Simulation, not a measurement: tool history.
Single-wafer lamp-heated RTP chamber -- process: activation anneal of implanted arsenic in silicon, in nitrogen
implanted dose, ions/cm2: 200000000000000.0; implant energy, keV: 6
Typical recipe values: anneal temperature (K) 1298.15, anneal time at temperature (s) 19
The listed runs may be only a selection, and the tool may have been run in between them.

run,day,anneal temperature (K),anneal time at temperature (s),"read-back reference wafer on the same gauge, sheet resistance",sheet resistance of the implanted and annealed layer (ohm/square)
1,0.000,1298.15,10,487.50,495.70
2,2.596,1298.15,10,486.06,488.04
# day 4.800: pyrometer window cleaned and pyrometer calibrated
3,6.021,1298.15,10,484.43,491.07
4,7.062,1298.15,19,483.76,480.14
5,11.054,1298.15,19,482.95,476.71
6,12.275,1298.15,28,482.23,467.75
7,13.608,1298.15,19,481.40,480.89
# day 15.467: reflector plate cleaned
# day 16.633: pyrometer window cleaned and pyrometer calibrated
8,19.021,1298.15,19,480.58,474.48
9,20.533,1298.15,19,481.05,477.02
10,23.175,1298.15,19,479.92,476.74
11,24.504,1298.15,19,480.55,470.29
12,25.817,1298.15,19,480.26,478.15
# day 27.296: pyrometer window cleaned and pyrometer calibrated
13,27.504,1298.15,19,480.17,477.16
14,28.846,1298.15,8,480.09,485.54
15,30.600,1276.15,19,479.96,483.51
16,31.767,1298.15,9,480.13,487.99
# day 33.696: gauge calibrated
17,33.904,1298.15,19,490.36,484.38
# day 35.888: reflector plate cleaned
18,36.212,1271.15,30,488.50,485.49
19,37.917,1298.15,19,487.65,482.78
# day 38.438: pyrometer window cleaned and pyrometer calibrated
20,40.312,1319.15,28,486.12,459.60
21,42.067,1298.15,19,485.10,483.71
22,44.392,1298.15,15,483.73,483.43
# day 49.092: pyrometer window cleaned and pyrometer calibrated
23,52.862,1287.15,25,481.86,481.30
24,55.000,1281.15,24,482.48,479.65
# day 56.733: reflector plate cleaned
25,57.617,1327.15,27,481.26,453.09

Consider 3 possible next runs. They are alternatives, not a sequence: every one starts from the tool as it was left by run 25. What does each give?
A,57.633,1298.15,19,?,?
B,57.633,1324.15,19,?,?
C,57.633,1298.15,11,?,?

run,"read-back reference wafer on the same gauge, sheet resistance",sheet resistance of the implanted and annealed layer (ohm/square)
A,481.20,476.79
B,481.20,463.83
C,481.20,486.47
Without the tool's hidden state the same runs would have given:
run,sheet resistance of the implanted and annealed layer (ohm/square)
A,487.46
B,474.21
C,497.35
